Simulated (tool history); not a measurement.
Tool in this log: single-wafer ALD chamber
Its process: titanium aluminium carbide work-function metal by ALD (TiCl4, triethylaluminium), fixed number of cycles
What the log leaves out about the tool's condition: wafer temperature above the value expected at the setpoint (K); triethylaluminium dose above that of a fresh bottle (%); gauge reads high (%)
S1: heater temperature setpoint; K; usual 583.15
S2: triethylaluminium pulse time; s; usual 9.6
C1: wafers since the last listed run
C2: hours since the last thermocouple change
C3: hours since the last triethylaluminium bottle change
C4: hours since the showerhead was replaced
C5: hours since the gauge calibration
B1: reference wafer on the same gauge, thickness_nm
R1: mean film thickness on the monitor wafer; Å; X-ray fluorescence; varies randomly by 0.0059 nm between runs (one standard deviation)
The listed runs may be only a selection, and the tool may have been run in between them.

run   hour      S1     S2    C1      C2      C3      C4     C5     B1     R1
  1      0  583.15    9.6     0  2068.5  1299.3  4741.5  844.1  1.772  21.61
  2   16.5  577.15  12.29   216    2085  1315.8    4758  860.6  1.771  21.62
      49.3  -- triethylaluminium bottle replaced
  3   50.3  577.15  12.29   338  2118.8       1  4791.8  894.4  1.771  22.14
  4   62.8  577.15  12.29   163  2131.3    13.5  4804.3  906.9  1.771   22.1
      66.8  -- gauge calibrated
  5     93  590.15    9.6   395  2161.5    43.7  4834.5   26.2   1.77  22.91
  6  118.4  583.15    9.6   333  2186.9    69.1  4859.9   51.6   1.77  22.22
  7    140  583.15    9.6   283  2208.5    90.7  4881.5   73.2  1.771  22.27
  8  164.2  583.15    9.6   317  2232.7   114.9  4905.7   97.4   1.77  22.27
  9  184.1  583.15    9.6   260  2252.6   134.8  4925.6  117.3  1.772  22.26
 10  260.8  583.15    9.6  1005  2329.3   211.5  5002.3    194   1.77  22.23
 11  293.6  573.15    9.6   430  2362.1   244.3  5035.1  226.8   1.77  21.27
 12  329.5  593.15   6.21   470    2398   280.2    5071  262.7   1.77  21.92
 13  355.3  571.15  11.94   338  2423.8     306  5096.8  288.5   1.77  21.47
 14  372.6  568.15  13.16   226  2441.1   323.3  5114.1  305.8  1.771  21.09
 15  387.3  589.15  13.03   192  2455.8     338  5128.8  320.5   1.77  23.37
 16  405.5  595.15    9.6   238    2474   356.2    5147  338.7  1.769  23.48
 17    438  583.15   8.37   426  2506.5   388.7  5179.5  371.2  1.771  21.85
 18  451.5  569.15   6.64   176    2520   402.2    5193  384.7  1.771  19.76
 19  487.2  576.15   6.64   468  2555.7   437.9  5228.7  420.4  1.769  20.33
 20  506.4  589.15  12.29   251  2574.9   457.1  5247.9  439.6  1.769  23.45

Run 21 comes next. What will it give?
 21  543.6  573.15  12.47  487  2612.1  494.3  5285.1  476.8   ?   ?

B1: 1.769
R1: 21.6 Å
With no hidden state in the tool, this same run would have given R1 21.25 Å.
